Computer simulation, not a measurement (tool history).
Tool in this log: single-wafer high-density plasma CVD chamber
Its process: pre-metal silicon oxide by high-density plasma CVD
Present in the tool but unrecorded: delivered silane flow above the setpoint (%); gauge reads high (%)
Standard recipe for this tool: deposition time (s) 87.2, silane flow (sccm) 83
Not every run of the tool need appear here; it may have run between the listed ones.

run	hour	deposition time (s)	silane flow (sccm)	wafers since the last listed run	hours since the silane flow controller was replaced	hours since the gauge calibration	read-back reference wafer on the same gauge, thickness_nm	mean film thickness on the monitor wafer (Å)
1	0	87.2	90	0	1316.6	187.8	934.746	8238.04
2	12.3	87.2	90	141	1328.9	200.1	935.379	8228.96
3	22.9	79.2	83	121	1339.5	210.7	935.224	6904.42
4	40.4	79.2	83	201	1357	228.2	935.098	6897.14
# hour 42.5: gauge calibrated
5	49.4	87.2	83	103	1366	6.9	935.616	7579.53
6	62.3	87.2	83	148	1378.9	19.8	935.177	7542.92
7	73	87.2	88	123	1389.6	30.5	934.021	8022.55
8	86.2	87.2	88	151	1402.8	43.7	935.337	8001.24
9	101.8	87.2	83	179	1418.4	59.3	935.204	7547.97
10	109.8	87.2	83	92	1426.4	67.3	935.365	7568.58
11	124.8	87.2	83	172	1441.4	82.3	935.694	7560.24
12	141.5	87.2	77	192	1458.1	99	935.831	6982.88
13	147.9	87.2	77	73	1464.5	105.4	935.07	7018.73
14	155.4	80.9	95	86	1472	112.9	934.564	8007.33
15	163.1	87.2	90	88	1479.7	120.6	934.877	8185.74
16	178.3	81	74	174	1494.9	135.8	934.767	6224.48
17	190.9	74.1	98	144	1507.5	148.4	935.144	7541.1
18	197.2	81.8	93	72	1513.8	154.7	934.764	7904.08
19	214.9	87.2	83	203	1531.5	172.4	934.392	7531.39
# hour 230: silane flow controller replaced
20	230.5	71.2	83	87	0.5	188	935.743	6561.15
21	237.2	78.9	83	77	7.2	194.7	934.113	7259.83
# hour 247.3: gauge calibrated
22	252.8	87.2	83	179	22.8	5.5	936.174	8011.1
23	269.7	73.6	90	194	39.7	22.4	935.136	7327.77
24	276.3	70.8	88	75	46.3	29	935.415	6900.63
25	286.6	82.2	68	118	56.6	39.3	935.093	6186.7
26	325.3	76.3	98	445	95.3	78	935.727	8274.36

3 ways to go on from here, each from the tool as it stands after run 26. What would each give?
A	325.7	87.2	83	4	95.7	78.4	?	?
B	325.7	76.2	98	4	95.7	78.4	?	?
C	325.7	87.2	67	4	95.7	78.4	?	?

run	read-back reference wafer on the same gauge, thickness_nm	mean film thickness on the monitor wafer (Å)
A	935.329	8003.35
B	935.329	8257.69
C	935.329	6460.54
Without the tool's hidden state the same runs would have given:
run	mean film thickness on the monitor wafer (Å)
A	7993.73
B	8247.76
C	6452.77

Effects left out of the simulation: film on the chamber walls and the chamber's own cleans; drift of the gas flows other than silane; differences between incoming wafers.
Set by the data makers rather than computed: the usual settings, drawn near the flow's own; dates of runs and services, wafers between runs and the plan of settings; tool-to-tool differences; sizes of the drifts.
